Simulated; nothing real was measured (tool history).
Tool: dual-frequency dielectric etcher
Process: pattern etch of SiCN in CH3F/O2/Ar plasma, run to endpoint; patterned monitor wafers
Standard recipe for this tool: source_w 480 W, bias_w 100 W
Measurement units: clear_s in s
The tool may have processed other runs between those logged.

run,hour,source_w,bias_w,wafers since the last listed run,hours since the last wet clean,hours since the last source power generator calibration,hours since the last bias power generator calibration,hours since the last upper electrode change,"incoming incoming film thickness, nm",clear_s
1,0.0,480,100,0,68.7,4873.1,1481.1,3694.7,11.82,25.5
2,14.2,480,100,186,82.9,4887.3,1495.3,3708.9,11.89,25.7
3,39.9,480,100,338,108.6,4913.0,1521.0,3734.6,11.83,25.6
4,72.0,480,100,422,140.7,4945.1,1553.1,3766.7,11.84,25.6
5,89.2,480,100,226,157.9,4962.3,1570.3,3783.9,11.80,25.9
6,114.9,480,100,338,183.6,4988.0,1596.0,3809.6,11.83,25.8
7,146.1,480,100,410,214.8,5019.2,1627.2,3840.8,11.89,26.0
8,179.0,480,100,433,247.7,5052.1,1660.1,3873.7,11.81,25.8
9,213.0,480,100,447,281.7,5086.1,1694.1,3907.7,11.71,25.6
10,226.1,480,100,172,294.8,5099.2,1707.2,3920.8,11.89,26.1
# hour 273.1: source power generator calibrated
11,325.9,480,100,1261,394.6,52.8,1807.0,4020.6,11.85,26.1
12,354.1,480,91,371,422.8,81.0,1835.2,4048.8,11.93,26.8
13,374.1,440,87,263,442.8,101.0,1855.2,4068.8,11.85,28.5
# hour 415.2: upper electrode replaced
# hour 441.8: bias power generator calibrated
# hour 447.1: wet clean of the chamber
14,447.6,450,84,528,0.5,174.5,5.8,32.4,11.75,26.7
15,448.0,440,87,5,0.9,174.9,6.2,32.8,11.90,26.9
16,459.1,480,100,146,12.0,186.0,17.3,43.9,11.93,25.5
17,487.8,370,123,377,40.7,214.7,46.0,72.6,11.76,26.8
18,510.7,480,100,301,63.6,237.6,68.9,95.5,11.87,25.4
19,540.1,380,115,387,93.0,267.0,98.3,124.9,11.84,26.9
20,560.8,480,100,272,113.7,287.7,119.0,145.6,11.83,25.3
21,580.7,390,80,261,133.6,307.6,138.9,165.5,11.77,29.0
22,609.4,370,100,377,162.3,336.3,167.6,194.2,11.76,28.1

Hidden state, per run?
source power that arrives over what is set, %: 0 at every run
bias power that arrives over what is set, %: 0 at every run
H1: etch rate over this chamber's usual, %
run,H1
1,-0.55
2,-0.675
3,-0.902
4,-1.19
5,-1.34
6,-1.56
7,-1.84
8,-2.13
9,-2.43
10,-2.55
11,-3.43
12,-3.68
13,-3.85
14,0.532
15,0.529
16,0.431
17,0.178
18,-0.0245
19,-0.284
20,-0.467
21,-0.642
22,-0.896
